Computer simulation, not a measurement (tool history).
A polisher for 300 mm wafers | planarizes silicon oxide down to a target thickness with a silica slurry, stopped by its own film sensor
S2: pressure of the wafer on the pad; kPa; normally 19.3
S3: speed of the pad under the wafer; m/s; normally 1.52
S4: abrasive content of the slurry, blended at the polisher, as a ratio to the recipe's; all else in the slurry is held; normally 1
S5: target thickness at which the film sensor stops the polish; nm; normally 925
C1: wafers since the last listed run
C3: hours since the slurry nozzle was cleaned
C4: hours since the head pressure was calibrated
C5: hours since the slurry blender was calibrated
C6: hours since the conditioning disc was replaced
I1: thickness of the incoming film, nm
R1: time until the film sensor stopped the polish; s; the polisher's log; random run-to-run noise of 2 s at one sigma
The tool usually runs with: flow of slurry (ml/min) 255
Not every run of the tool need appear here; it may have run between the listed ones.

run 1 hour=0 | flow_of_slurry_(ml/min)=255 S2=21.4 S3=1.52 S4=1 S5=925 | C1=0 wafers_polished_on_this_pad=553 C3=417.8 C4=504.3 C5=49.5 C6=344.7 | I1=1348.6 | R1=160
run 2 hour=27 | flow_of_slurry_(ml/min)=255 S2=19.3 S3=1.52 S4=1 S5=925 | C1=216 wafers_polished_on_this_pad=769 C3=444.8 C4=531.3 C5=76.5 C6=371.7 | I1=1314 | R1=167.6
-- hour=43 worn pad replaced by a new one
run 3 hour=50.8 | flow_of_slurry_(ml/min)=255 S2=19.3 S3=1.52 S4=1 S5=925 | C1=158 wafers_polished_on_this_pad=62 C3=468.6 C4=555.1 C5=100.3 C6=395.5 | I1=1321.7 | R1=169.4
run 4 hour=77.2 | flow_of_slurry_(ml/min)=255 S2=19.3 S3=1.52 S4=1 S5=925 | C1=211 wafers_polished_on_this_pad=273 C3=495 C4=581.5 C5=126.7 C6=421.9 | I1=1320.3 | R1=168.6
run 5 hour=98.5 | flow_of_slurry_(ml/min)=255 S2=15.9 S3=1.52 S4=1 S5=925 | C1=170 wafers_polished_on_this_pad=444 C3=516.3 C4=602.8 C5=148 C6=443.2 | I1=1332.1 | R1=216.6
run 6 hour=123.7 | flow_of_slurry_(ml/min)=255 S2=19.3 S3=1.52 S4=1.1 S5=925 | C1=202 wafers_polished_on_this_pad=646 C3=541.5 C4=628 C5=173.2 C6=468.4 | I1=1333.3 | R1=177.7
-- hour=133.2 slurry nozzle cleaned
-- hour=134.8 conditioning disc replaced and pad reconditioned
run 7 hour=147.5 | flow_of_slurry_(ml/min)=255 S2=19.3 S3=1.52 S4=1.1 S5=925 | C1=170 wafers_polished_on_this_pad=816 C3=14.3 C4=651.8 C5=197 C6=12.7 | I1=1335.9 | R1=177.3
-- hour=176.4 slurry blender recalibrated
-- hour=176.7 worn pad replaced by a new one
run 8 hour=177.2 | flow_of_slurry_(ml/min)=255 S2=19.3 S3=1.52 S4=1 S5=925 | C1=219 wafers_polished_on_this_pad=3 C3=44 C4=681.5 C5=0.8 C6=42.4 | I1=1332.1 | R1=171.2
run 9 hour=195.9 | flow_of_slurry_(ml/min)=255 S2=19.3 S3=1.52 S4=1 S5=925 | C1=149 wafers_polished_on_this_pad=153 C3=62.7 C4=700.2 C5=19.5 C6=61.1 | I1=1325.7 | R1=169.9
run 10 hour=218.1 | flow_of_slurry_(ml/min)=255 S2=19.3 S3=1.52 S4=1 S5=925 | C1=178 wafers_polished_on_this_pad=331 C3=84.9 C4=722.4 C5=41.7 C6=83.3 | I1=1334.4 | R1=175.2
run 11 hour=236.9 | flow_of_slurry_(ml/min)=255 S2=19.3 S3=1.52 S4=1.1 S5=925 | C1=150 wafers_polished_on_this_pad=482 C3=103.7 C4=741.2 C5=60.5 C6=102.1 | I1=1346.3 | R1=171.6
run 12 hour=260.8 | flow_of_slurry_(ml/min)=255 S2=19.3 S3=1.52 S4=0.75 S5=847 | C1=191 wafers_polished_on_this_pad=674 C3=127.6 C4=765.1 C5=84.4 C6=126 | I1=1333.8 | R1=239.8
-- hour=283.4 worn pad replaced by a new one
run 13 hour=283.9 | flow_of_slurry_(ml/min)=255 S2=14.5 S3=1.52 S4=0.7 S5=925 | C1=153 wafers_polished_on_this_pad=3 C3=150.7 C4=788.2 C5=107.5 C6=149.1 | I1=1326.6 | R1=280.1
-- hour=299.4 head pressure recalibrated
run 14 hour=299.7 | flow_of_slurry_(ml/min)=255 S2=23.4 S3=1.52 S4=1 S5=925 | C1=110 wafers_polished_on_this_pad=114 C3=166.5 C4=0.3 C5=123.3 C6=164.9 | I1=1335.8 | R1=145.7
run 15 hour=329.7 | flow_of_slurry_(ml/min)=255 S2=24.8 S3=1.52 S4=1.2 S5=882 | C1=240 wafers_polished_on_this_pad=355 C3=196.5 C4=30.3 C5=153.3 C6=194.9 | I1=1351.9 | R1=148
run 16 hour=363.6 | flow_of_slurry_(ml/min)=255 S2=15.9 S3=1.52 S4=1 S5=925 | C1=271 wafers_polished_on_this_pad=627 C3=230.4 C4=64.2 C5=187.2 C6=228.8 | I1=1329.5 | R1=223.7
run 17 hour=389.5 | flow_of_slurry_(ml/min)=225 S2=19.3 S3=1.52 S4=1 S5=847 | C1=207 wafers_polished_on_this_pad=834 C3=256.3 C4=90.1 C5=213.1 C6=254.7 | I1=1335.9 | R1=228.8
-- hour=410.5 worn pad replaced by a new one
run 18 hour=411 | flow_of_slurry_(ml/min)=280 S2=26.2 S3=1.52 S4=0.7 S5=925 | C1=140 wafers_polished_on_this_pad=3 C3=277.8 C4=111.6 C5=234.6 C6=276.2 | I1=1309.2 | R1=164.7
run 19 hour=425.5 | flow_of_slurry_(ml/min)=255 S2=19.3 S3=1.52 S4=1 S5=925 | C1=116 wafers_polished_on_this_pad=120 C3=292.3 C4=126.1 C5=249.1 C6=290.7 | I1=1337.2 | R1=203.7

What the log doesn't show, run by run:
removal rate lost through wear of the pad, %: 0 at every run
slurry flow missing at the pad, %: 0 at every run
deviation of the head's pressure from its setpoint, %: 0 at every run
time polished since the conditioner stopped cutting, s: 0 at every run
H1: abrasive missing from the slurry, %
run=1 H1=2.89
run=2 H1=4.32
run=3 H1=6.08
run=4 H1=8.6
run=5 H1=11.1
run=6 H1=14.5
run=7 H1=18.2
run=8 H1=3.96
run=9 H1=4.12
run=10 H1=4.69
run=11 H1=5.49
run=12 H1=6.95
run=13 H1=8.81
run=14 H1=10.3
run=15 H1=13.8
run=16 H1=18.7
run=17 H1=23
run=18 H1=27.1
run=19 H1=30

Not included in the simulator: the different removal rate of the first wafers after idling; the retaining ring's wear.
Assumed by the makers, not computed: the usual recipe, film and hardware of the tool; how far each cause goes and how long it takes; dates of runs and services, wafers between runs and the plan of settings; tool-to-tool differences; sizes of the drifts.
